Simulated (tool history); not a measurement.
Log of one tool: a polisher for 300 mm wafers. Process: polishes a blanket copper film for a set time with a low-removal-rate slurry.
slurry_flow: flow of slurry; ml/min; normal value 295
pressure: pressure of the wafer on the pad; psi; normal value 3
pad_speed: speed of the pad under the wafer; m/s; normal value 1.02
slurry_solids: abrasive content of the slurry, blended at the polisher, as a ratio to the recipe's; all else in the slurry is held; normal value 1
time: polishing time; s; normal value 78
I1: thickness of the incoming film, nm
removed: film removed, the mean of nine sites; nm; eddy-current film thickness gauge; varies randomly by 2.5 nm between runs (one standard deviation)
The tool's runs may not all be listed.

run 1 hour=0 | slurry_flow=295 pressure=3 pad_speed=1.02 slurry_solids=1.15 time=78 | I1=785.9 | removed=227.3
-- hour=30.3 slurry nozzle cleaned
run 2 hour=38.6 | slurry_flow=215 pressure=3 pad_speed=1.12 slurry_solids=1 time=78 | I1=780.5 | removed=229.4
run 3 hour=135.6 | slurry_flow=215 pressure=3 pad_speed=1.12 slurry_solids=1 time=78 | I1=778.3 | removed=222.6
run 4 hour=188.4 | slurry_flow=215 pressure=3 pad_speed=1.12 slurry_solids=1 time=78 | I1=785 | removed=215.1
-- hour=254.7 worn pad replaced by a new one
run 5 hour=291.9 | slurry_flow=295 pressure=3 pad_speed=1.02 slurry_solids=1 time=78 | I1=788.2 | removed=223.4
-- hour=309 slurry blender recalibrated
run 6 hour=370.9 | slurry_flow=295 pressure=3 pad_speed=1.02 slurry_solids=1 time=78 | I1=786.2 | removed=214.7
run 7 hour=418.8 | slurry_flow=295 pressure=3 pad_speed=1.02 slurry_solids=1 time=78 | I1=795.3 | removed=213.1
run 8 hour=480.3 | slurry_flow=295 pressure=3 pad_speed=1.02 slurry_solids=1 time=78 | I1=805.5 | removed=210.2
-- hour=498.8 head pressure recalibrated
run 9 hour=521.1 | slurry_flow=295 pressure=3 pad_speed=1.02 slurry_solids=1 time=78 | I1=790 | removed=201.9
run 10 hour=592.8 | slurry_flow=295 pressure=3 pad_speed=1.3 slurry_solids=1 time=78 | I1=775.2 | removed=238.1
-- hour=597.7 worn pad replaced by a new one
-- hour=602.8 slurry nozzle cleaned
-- hour=641.1 slurry blender recalibrated
run 11 hour=684.7 | slurry_flow=295 pressure=3 pad_speed=1.3 slurry_solids=1 time=78 | I1=798.9 | removed=267.9
run 12 hour=758 | slurry_flow=295 pressure=3 pad_speed=1.02 slurry_solids=1 time=78 | I1=795 | removed=221.3
run 13 hour=832.4 | slurry_flow=295 pressure=3 pad_speed=1.02 slurry_solids=1 time=102 | I1=787.6 | removed=277.6
run 14 hour=934.4 | slurry_flow=265 pressure=3 pad_speed=1.24 slurry_solids=1 time=78 | I1=781.9 | removed=232.5
-- hour=944.3 worn pad replaced by a new one
run 15 hour=1011.5 | slurry_flow=340 pressure=3 pad_speed=1.02 slurry_solids=1 time=78 | I1=795.1 | removed=227.6
-- hour=1036.9 slurry blender recalibrated
run 16 hour=1060.8 | slurry_flow=295 pressure=3 pad_speed=0.86 slurry_solids=1.15 time=78 | I1=792.4 | removed=200.7
-- hour=1088.4 slurry nozzle cleaned
run 17 hour=1166.4 | slurry_flow=255 pressure=3 pad_speed=1.02 slurry_solids=1.3 time=78 | I1=782.6 | removed=219.1
-- hour=1257.6 head pressure recalibrated
-- hour=1267.9 worn pad replaced by a new one
run 18 hour=1342.1 | slurry_flow=295 pressure=3.6 pad_speed=1.12 slurry_solids=1 time=78 | I1=792.4 | removed=290
-- hour=1344.5 slurry blender recalibrated
run 19 hour=1394.8 | slurry_flow=295 pressure=3.9 pad_speed=1.3 slurry_solids=0.9 time=78 | I1=793.4 | removed=345.8
run 20 hour=1484.4 | slurry_flow=295 pressure=3 pad_speed=1.02 slurry_solids=1 time=78 | I1=785 | removed=209
run 21 hour=1548.4 | slurry_flow=295 pressure=2.3 pad_speed=0.88 slurry_solids=0.85 time=78 | I1=783.7 | removed=137.8
-- hour=1571.8 worn pad replaced by a new one
-- hour=1606.6 slurry nozzle cleaned
run 22 hour=1622.5 | slurry_flow=235 pressure=3 pad_speed=1.2 slurry_solids=1 time=78 | I1=800.7 | removed=247.9
-- hour=1655.3 slurry blender recalibrated
run 23 hour=1729.2 | slurry_flow=295 pressure=4 pad_speed=1.02 slurry_solids=1 time=78 | I1=785.7 | removed=291.6

Here are 3 independent what-if runs from the current tool condition. What would each one return?
run A hour=1729.6 | slurry_flow=295 pressure=3 pad_speed=1.02 slurry_solids=1 time=78 | I1=789.3 | removed=?
run B hour=1729.6 | slurry_flow=295 pressure=3 pad_speed=0.74 slurry_solids=0.7 time=78 | I1=789.3 | removed=?
run C hour=1729.6 | slurry_flow=295 pressure=3 pad_speed=1.02 slurry_solids=1.1 time=78 | I1=789.3 | removed=?

run=A removed=218.2
run=B removed=166.2
run=C removed=220.8
Without the tool's unlogged condition, the same runs would have read:
run=A removed=225.2
run=B removed=171.5
run=C removed=227.9
